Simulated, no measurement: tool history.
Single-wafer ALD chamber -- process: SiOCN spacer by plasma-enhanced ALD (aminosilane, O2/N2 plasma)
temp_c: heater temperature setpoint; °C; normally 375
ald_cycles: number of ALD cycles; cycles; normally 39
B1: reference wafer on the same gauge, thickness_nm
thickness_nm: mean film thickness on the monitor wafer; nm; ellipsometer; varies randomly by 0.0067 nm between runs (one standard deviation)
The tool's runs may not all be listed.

{"run": 1, "hour": 0.0, "temp_c": 375, "ald_cycles": 39, "B1": 2.017, "thickness_nm": 2.405}
{"run": 2, "hour": 34.6, "temp_c": 375, "ald_cycles": 39, "B1": 2.014, "thickness_nm": 2.407}
{"run": 3, "hour": 57.3, "temp_c": 375, "ald_cycles": 39, "B1": 2.013, "thickness_nm": 2.388}
{"run": 4, "hour": 90.6, "temp_c": 375, "ald_cycles": 39, "B1": 2.01, "thickness_nm": 2.402}
{"run": 5, "hour": 115.9, "temp_c": 375, "ald_cycles": 39, "B1": 2.01, "thickness_nm": 2.393}
{"run": 6, "hour": 169.9, "temp_c": 375, "ald_cycles": 39, "B1": 2.007, "thickness_nm": 2.401}
{"run": 7, "hour": 202.7, "temp_c": 375, "ald_cycles": 39, "B1": 2.005, "thickness_nm": 2.398}
{"run": 8, "hour": 234.5, "temp_c": 375, "ald_cycles": 39, "B1": 2.004, "thickness_nm": 2.387}
{"run": 9, "hour": 268.5, "temp_c": 375, "ald_cycles": 42, "B1": 2.004, "thickness_nm": 2.576}
{"run": 10, "hour": 294.8, "temp_c": 375, "ald_cycles": 42, "B1": 2.003, "thickness_nm": 2.578}
{"run": 11, "hour": 322.6, "temp_c": 375, "ald_cycles": 42, "B1": 2.002, "thickness_nm": 2.562}
{"run": 12, "hour": 348.1, "temp_c": 384, "ald_cycles": 39, "B1": 2.001, "thickness_nm": 2.391}
{"run": 13, "hour": 441.0, "temp_c": 375, "ald_cycles": 39, "B1": 1.999, "thickness_nm": 2.368}
{"run": 14, "hour": 470.6, "temp_c": 375, "ald_cycles": 39, "B1": 1.998, "thickness_nm": 2.385}
{"run": 15, "hour": 483.3, "temp_c": 375, "ald_cycles": 39, "B1": 1.997, "thickness_nm": 2.388}
{"run": 16, "hour": 504.0, "temp_c": 381, "ald_cycles": 39, "B1": 1.997, "thickness_nm": 2.379}
{"run": 17, "hour": 516.6, "temp_c": 370, "ald_cycles": 44, "B1": 1.998, "thickness_nm": 2.685}
{"run": 18, "hour": 548.1, "temp_c": 370, "ald_cycles": 44, "B1": 1.997, "thickness_nm": 2.687}
{"run": 19, "hour": 567.2, "temp_c": 375, "ald_cycles": 39, "B1": 1.998, "thickness_nm": 2.382}
{"run": 20, "hour": 596.8, "temp_c": 375, "ald_cycles": 42, "B1": 1.996, "thickness_nm": 2.568}
{"run": 21, "hour": 612.9, "temp_c": 375, "ald_cycles": 39, "B1": 1.995, "thickness_nm": 2.382}
{"run": 22, "hour": 634.0, "temp_c": 369, "ald_cycles": 35, "B1": 1.995, "thickness_nm": 2.138}
{"run": 23, "hour": 651.6, "temp_c": 368, "ald_cycles": 45, "B1": 1.996, "thickness_nm": 2.735}
{"run": 24, "hour": 678.6, "temp_c": 375, "ald_cycles": 39, "B1": 1.995, "thickness_nm": 2.388}
{"run": 25, "hour": 701.7, "temp_c": 389, "ald_cycles": 46, "B1": 1.994, "thickness_nm": 2.808}
{"run": 26, "hour": 715.7, "temp_c": 365, "ald_cycles": 36, "B1": 1.995, "thickness_nm": 2.196}
{"run": 27, "hour": 747.8, "temp_c": 380, "ald_cycles": 34, "B1": 1.995, "thickness_nm": 2.067}
{"run": 28, "hour": 780.1, "temp_c": 384, "ald_cycles": 32, "B1": 1.994, "thickness_nm": 1.96}
{"hour": 807.9, "done": "thermocouple changed; heater temperature recalibrated"}
{"run": 29, "hour": 808.4, "temp_c": 369, "ald_cycles": 39, "B1": 1.994, "thickness_nm": 2.38}
{"hour": 811.8, "done": "gauge calibrated"}
{"run": 30, "hour": 840.5, "temp_c": 384, "ald_cycles": 36, "B1": 2.026, "thickness_nm": 2.236}
{"run": 31, "hour": 866.6, "temp_c": 385, "ald_cycles": 31, "B1": 2.024, "thickness_nm": 1.92}
{"run": 32, "hour": 896.2, "temp_c": 390, "ald_cycles": 39, "B1": 2.02, "thickness_nm": 2.402}
{"run": 33, "hour": 932.1, "temp_c": 369, "ald_cycles": 33, "B1": 2.017, "thickness_nm": 2.045}
{"run": 34, "hour": 967.0, "temp_c": 375, "ald_cycles": 39, "B1": 2.013, "thickness_nm": 2.413}
{"run": 35, "hour": 999.8, "temp_c": 360, "ald_cycles": 44, "B1": 2.012, "thickness_nm": 2.698}
{"run": 36, "hour": 1016.7, "temp_c": 386, "ald_cycles": 41, "B1": 2.01, "thickness_nm": 2.522}
{"run": 37, "hour": 1043.8, "temp_c": 364, "ald_cycles": 46, "B1": 2.01, "thickness_nm": 2.815}

Each run again, without the hidden state but with its own random variation kept:
Unlogged tool condition in this case: wafer temperature above the value expected at the setpoint (K); gauge reads high (%).
run=1 thickness_nm=2.421
run=2 thickness_nm=2.426
run=3 thickness_nm=2.408
run=4 thickness_nm=2.425
run=5 thickness_nm=2.418
run=6 thickness_nm=2.428
run=7 thickness_nm=2.427
run=8 thickness_nm=2.417
run=9 thickness_nm=2.611
run=10 thickness_nm=2.614
run=11 thickness_nm=2.598
run=12 thickness_nm=2.425
run=13 thickness_nm=2.406
run=14 thickness_nm=2.423
run=15 thickness_nm=2.426
run=16 thickness_nm=2.418
run=17 thickness_nm=2.729
run=18 thickness_nm=2.731
run=19 thickness_nm=2.422
run=20 thickness_nm=2.612
run=21 thickness_nm=2.423
run=22 thickness_nm=2.175
run=23 thickness_nm=2.783
run=24 thickness_nm=2.430
run=25 thickness_nm=2.857
run=26 thickness_nm=2.235
run=27 thickness_nm=2.104
run=28 thickness_nm=1.995
run=29 thickness_nm=2.423
run=30 thickness_nm=2.240
run=31 thickness_nm=1.927
run=32 thickness_nm=2.414
run=33 thickness_nm=2.058
run=34 thickness_nm=2.432
run=35 thickness_nm=2.722
run=36 thickness_nm=2.546
run=37 thickness_nm=2.844
